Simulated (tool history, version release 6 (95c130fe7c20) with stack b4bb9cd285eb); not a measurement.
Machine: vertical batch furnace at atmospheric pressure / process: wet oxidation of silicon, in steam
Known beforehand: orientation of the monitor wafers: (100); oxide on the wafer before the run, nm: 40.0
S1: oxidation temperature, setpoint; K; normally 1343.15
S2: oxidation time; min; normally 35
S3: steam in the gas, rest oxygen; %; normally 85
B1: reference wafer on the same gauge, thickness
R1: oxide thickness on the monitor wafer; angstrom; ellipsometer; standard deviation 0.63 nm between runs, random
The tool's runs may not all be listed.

{"run": 1, "day": 0.0, "S1": 1343.15, "S2": 35, "S3": 89, "B1": 404.06, "R1": 4303.1}
{"run": 2, "day": 1.312, "S1": 1343.15, "S2": 35, "S3": 89, "B1": 404.07, "R1": 4292.1}
{"run": 3, "day": 1.646, "S1": 1330.15, "S2": 35, "S3": 85, "B1": 403.99, "R1": 3907.7}
{"day": 2.083, "done": "gauge calibrated"}
{"day": 2.767, "done": "steam generator serviced"}
{"day": 3.667, "done": "thermocouples replaced and temperature profile calibrated"}
{"run": 4, "day": 3.688, "S1": 1363.15, "S2": 35, "S3": 76, "B1": 404.05, "R1": 4314.3}
{"run": 5, "day": 3.879, "S1": 1343.15, "S2": 35, "S3": 85, "B1": 403.95, "R1": 4193.6}
{"run": 6, "day": 4.067, "S1": 1343.15, "S2": 35, "S3": 85, "B1": 403.9, "R1": 4193.7}
{"run": 7, "day": 4.258, "S1": 1343.15, "S2": 35, "S3": 85, "B1": 404.01, "R1": 4191.7}
{"run": 8, "day": 4.446, "S1": 1343.15, "S2": 48.5, "S3": 85, "B1": 404, "R1": 5074.8}
{"run": 9, "day": 4.638, "S1": 1343.15, "S2": 42.5, "S3": 85, "B1": 403.97, "R1": 4712.8}
{"run": 10, "day": 5.008, "S1": 1343.15, "S2": 35, "S3": 85, "B1": 404.14, "R1": 4202.8}
{"run": 11, "day": 5.362, "S1": 1352.15, "S2": 51.5, "S3": 74, "B1": 404, "R1": 5046.1}
{"day": 5.892, "done": "gauge calibrated"}
{"run": 12, "day": 6.054, "S1": 1343.15, "S2": 35, "S3": 85, "B1": 403.88, "R1": 4190.6}
{"run": 13, "day": 6.362, "S1": 1336.15, "S2": 42, "S3": 85, "B1": 404.04, "R1": 4510.4}

What will run 14 give?
{"run": 14, "day": 6.925, "S1": 1324.15, "S2": 35, "S3": 85, "B1": "?", "R1": "?"}

B1: 404.02
R1: 3792.2 angstrom
The same run, on a tool lacking any hidden state, would have yielded R1 3792.2 angstrom.

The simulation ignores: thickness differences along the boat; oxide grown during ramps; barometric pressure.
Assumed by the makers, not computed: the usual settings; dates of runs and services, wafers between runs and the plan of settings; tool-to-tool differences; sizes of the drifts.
